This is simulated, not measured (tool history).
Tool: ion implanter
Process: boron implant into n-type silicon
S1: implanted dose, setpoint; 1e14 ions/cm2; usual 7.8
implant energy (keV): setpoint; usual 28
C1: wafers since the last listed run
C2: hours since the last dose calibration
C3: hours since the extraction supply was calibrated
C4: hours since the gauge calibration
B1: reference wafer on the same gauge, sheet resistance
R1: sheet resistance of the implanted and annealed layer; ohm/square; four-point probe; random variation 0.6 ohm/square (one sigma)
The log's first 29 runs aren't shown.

{"run": 30, "day": 13.621, "S1": 7.8, "implant energy (keV)": 28, "C1": 316, "C2": 58, "C3": 151.6, "C4": 106.8, "B1": 139.94, "R1": 145.63}
{"run": 31, "day": 13.979, "S1": 7.04, "implant energy (keV)": 36.5, "C1": 213, "C2": 66.6, "C3": 160.2, "C4": 115.4, "B1": 139.98, "R1": 155.32}
{"run": 32, "day": 14.558, "S1": 7.8, "implant energy (keV)": 28, "C1": 345, "C2": 80.5, "C3": 174.1, "C4": 129.3, "B1": 140.13, "R1": 145.71}
{"run": 33, "day": 14.983, "S1": 7.8, "implant energy (keV)": 28, "C1": 253, "C2": 90.7, "C3": 184.3, "C4": 139.5, "B1": 140.06, "R1": 145.28}
{"run": 34, "day": 15.371, "S1": 5.73, "implant energy (keV)": 34.5, "C1": 231, "C2": 100, "C3": 193.6, "C4": 148.8, "B1": 139.87, "R1": 184.42}
{"run": 35, "day": 16.008, "S1": 6.78, "implant energy (keV)": 35, "C1": 380, "C2": 115.3, "C3": 208.9, "C4": 164.1, "B1": 140.06, "R1": 161.47}
{"run": 36, "day": 16.658, "S1": 8.71, "implant energy (keV)": 31, "C1": 388, "C2": 130.9, "C3": 224.5, "C4": 179.7, "B1": 139.97, "R1": 132.57}
{"run": 37, "day": 17.688, "S1": 7.8, "implant energy (keV)": 28, "C1": 614, "C2": 155.6, "C3": 249.2, "C4": 204.4, "B1": 140.02, "R1": 144.62}

4 ways to go on from here, each from the tool as it stands after run 37. What would each give?
{"run": "A", "day": 17.704, "S1": 5.58, "implant energy (keV)": 28, "C1": 9, "C2": 156, "C3": 249.6, "C4": 204.8, "B1": "?", "R1": "?"}
{"run": "B", "day": 17.704, "S1": 9.52, "implant energy (keV)": 28, "C1": 9, "C2": 156, "C3": 249.6, "C4": 204.8, "B1": "?", "R1": "?"}
{"run": "C", "day": 17.704, "S1": 8.77, "implant energy (keV)": 28, "C1": 9, "C2": 156, "C3": 249.6, "C4": 204.8, "B1": "?", "R1": "?"}
{"run": "D", "day": 17.704, "S1": 9.76, "implant energy (keV)": 36.5, "C1": 9, "C2": 156, "C3": 249.6, "C4": 204.8, "B1": "?", "R1": "?"}

run=A B1=140.08 R1=191.5
run=B B1=140.08 R1=123.28
run=C B1=140.08 R1=131.8
run=D B1=140.08 R1=119.22
Without the tool's hidden state the same runs would have given:
run=A R1=192.11
run=B R1=123.67
run=C R1=132.22
run=D R1=119.6
